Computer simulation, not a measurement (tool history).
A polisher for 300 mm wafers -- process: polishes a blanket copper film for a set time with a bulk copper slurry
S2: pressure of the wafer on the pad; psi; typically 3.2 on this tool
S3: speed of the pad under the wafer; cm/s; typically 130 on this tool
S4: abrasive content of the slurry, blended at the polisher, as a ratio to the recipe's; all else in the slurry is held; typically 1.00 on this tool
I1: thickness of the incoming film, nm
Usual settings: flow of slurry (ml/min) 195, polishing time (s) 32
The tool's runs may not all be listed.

run 1 hour=0.0 | flow_of_slurry_(ml/min)=195 S2=3.2 S3=130 S4=1.00 polishing_time_(s)=32 | I1=3974.5 | film_removed_(nm)=457.9
run 2 hour=12.9 | flow_of_slurry_(ml/min)=195 S2=3.2 S3=130 S4=1.00 polishing_time_(s)=32 | I1=3937.1 | film_removed_(nm)=457.3
run 3 hour=26.2 | flow_of_slurry_(ml/min)=195 S2=3.2 S3=130 S4=1.00 polishing_time_(s)=32 | I1=3944.5 | film_removed_(nm)=462.5
run 4 hour=36.6 | flow_of_slurry_(ml/min)=195 S2=3.2 S3=130 S4=1.00 polishing_time_(s)=32 | I1=3988.3 | film_removed_(nm)=463.5
-- hour=46.5 worn pad replaced by a new one
run 5 hour=52.9 | flow_of_slurry_(ml/min)=195 S2=3.2 S3=130 S4=1.00 polishing_time_(s)=27 | I1=4042.4 | film_removed_(nm)=392.8
run 6 hour=60.4 | flow_of_slurry_(ml/min)=195 S2=3.2 S3=130 S4=1.00 polishing_time_(s)=27 | I1=3934.4 | film_removed_(nm)=389.6
run 7 hour=76.7 | flow_of_slurry_(ml/min)=195 S2=3.2 S3=130 S4=1.00 polishing_time_(s)=27 | I1=3968.0 | film_removed_(nm)=388.8
run 8 hour=92.1 | flow_of_slurry_(ml/min)=195 S2=3.2 S3=130 S4=1.00 polishing_time_(s)=32 | I1=3988.7 | film_removed_(nm)=463.0
run 9 hour=104.9 | flow_of_slurry_(ml/min)=195 S2=3.2 S3=130 S4=1.00 polishing_time_(s)=32 | I1=4024.2 | film_removed_(nm)=457.9
run 10 hour=113.9 | flow_of_slurry_(ml/min)=195 S2=3.2 S3=130 S4=1.00 polishing_time_(s)=32 | I1=4007.2 | film_removed_(nm)=457.9
-- hour=124.0 worn pad replaced by a new one
run 11 hour=125.9 | flow_of_slurry_(ml/min)=195 S2=3.2 S3=130 S4=1.00 polishing_time_(s)=32 | I1=4009.6 | film_removed_(nm)=461.9
run 12 hour=143.7 | flow_of_slurry_(ml/min)=195 S2=3.2 S3=130 S4=1.00 polishing_time_(s)=32 | I1=3952.8 | film_removed_(nm)=459.4
run 13 hour=150.1 | flow_of_slurry_(ml/min)=195 S2=3.2 S3=130 S4=1.00 polishing_time_(s)=32 | I1=3936.2 | film_removed_(nm)=455.5
run 14 hour=157.4 | flow_of_slurry_(ml/min)=195 S2=3.2 S3=130 S4=1.00 polishing_time_(s)=32 | I1=3951.2 | film_removed_(nm)=457.6
run 15 hour=172.0 | flow_of_slurry_(ml/min)=195 S2=3.7 S3=114 S4=1.00 polishing_time_(s)=42 | I1=3971.8 | film_removed_(nm)=609.4
-- hour=182.1 head pressure recalibrated
-- hour=200.2 worn pad replaced by a new one
run 16 hour=200.7 | flow_of_slurry_(ml/min)=195 S2=3.2 S3=130 S4=1.00 polishing_time_(s)=32 | I1=3982.9 | film_removed_(nm)=461.1
run 17 hour=208.5 | flow_of_slurry_(ml/min)=150 S2=2.5 S3=130 S4=0.75 polishing_time_(s)=32 | I1=3932.4 | film_removed_(nm)=367.3
-- hour=216.7 slurry blender recalibrated
run 18 hour=223.7 | flow_of_slurry_(ml/min)=195 S2=3.2 S3=130 S4=1.00 polishing_time_(s)=32 | I1=3983.1 | film_removed_(nm)=460.3
run 19 hour=238.7 | flow_of_slurry_(ml/min)=235 S2=3.7 S3=154 S4=1.20 polishing_time_(s)=32 | I1=3981.1 | film_removed_(nm)=595.6
run 20 hour=253.2 | flow_of_slurry_(ml/min)=240 S2=3.2 S3=174 S4=1.00 polishing_time_(s)=32 | I1=3941.1 | film_removed_(nm)=571.1
run 21 hour=270.8 | flow_of_slurry_(ml/min)=195 S2=3.2 S3=130 S4=1.00 polishing_time_(s)=27 | I1=4054.5 | film_removed_(nm)=386.2
run 22 hour=280.0 | flow_of_slurry_(ml/min)=195 S2=3.2 S3=130 S4=1.00 polishing_time_(s)=32 | I1=3941.7 | film_removed_(nm)=460.8
-- hour=283.0 slurry nozzle cleaned
run 23 hour=289.8 | flow_of_slurry_(ml/min)=130 S2=3.5 S3=130 S4=1.00 polishing_time_(s)=32 | I1=3962.9 | film_removed_(nm)=465.0
-- hour=297.9 worn pad replaced by a new one
run 24 hour=305.9 | flow_of_slurry_(ml/min)=195 S2=3.2 S3=110 S4=1.00 polishing_time_(s)=24 | I1=3956.8 | film_removed_(nm)=313.1
run 25 hour=320.2 | flow_of_slurry_(ml/min)=195 S2=3.2 S3=130 S4=1.00 polishing_time_(s)=36 | I1=3976.4 | film_removed_(nm)=514.0
run 26 hour=335.8 | flow_of_slurry_(ml/min)=195 S2=3.8 S3=130 S4=1.30 polishing_time_(s)=32 | I1=3983.4 | film_removed_(nm)=537.7
run 27 hour=350.5 | flow_of_slurry_(ml/min)=150 S2=2.5 S3=130 S4=0.75 polishing_time_(s)=32 | I1=3975.1 | film_removed_(nm)=360.7
run 28 hour=361.8 | flow_of_slurry_(ml/min)=215 S2=3.2 S3=130 S4=1.00 polishing_time_(s)=32 | I1=3996.4 | film_removed_(nm)=468.9
run 29 hour=372.7 | flow_of_slurry_(ml/min)=130 S2=2.7 S3=130 S4=1.10 polishing_time_(s)=27 | I1=3994.5 | film_removed_(nm)=338.6
-- hour=389.4 worn pad replaced by a new one
run 30 hour=389.9 | flow_of_slurry_(ml/min)=195 S2=3.2 S3=130 S4=0.75 polishing_time_(s)=32 | I1=4036.5 | film_removed_(nm)=432.2
run 31 hour=406.6 | flow_of_slurry_(ml/min)=195 S2=3.2 S3=86 S4=1.10 polishing_time_(s)=32 | I1=3997.6 | film_removed_(nm)=372.9

Forecast each of these 3 alternatives for the next run:
run A hour=407.0 | flow_of_slurry_(ml/min)=195 S2=3.2 S3=130 S4=1.30 polishing_time_(s)=32 | I1=4012.8 | film_removed_(nm)=?
run B hour=407.0 | flow_of_slurry_(ml/min)=240 S2=3.2 S3=130 S4=0.70 polishing_time_(s)=42 | I1=4012.8 | film_removed_(nm)=?
run C hour=407.0 | flow_of_slurry_(ml/min)=195 S2=2.5 S3=130 S4=0.80 polishing_time_(s)=32 | I1=4012.8 | film_removed_(nm)=?

run=A film_removed_(nm)=484.2
run=B film_removed_(nm)=568.4
run=C film_removed_(nm)=378.2
What these runs would have given with no unlogged condition in the tool:
run=A film_removed_(nm)=484.2
run=B film_removed_(nm)=568.4
run=C film_removed_(nm)=378.2
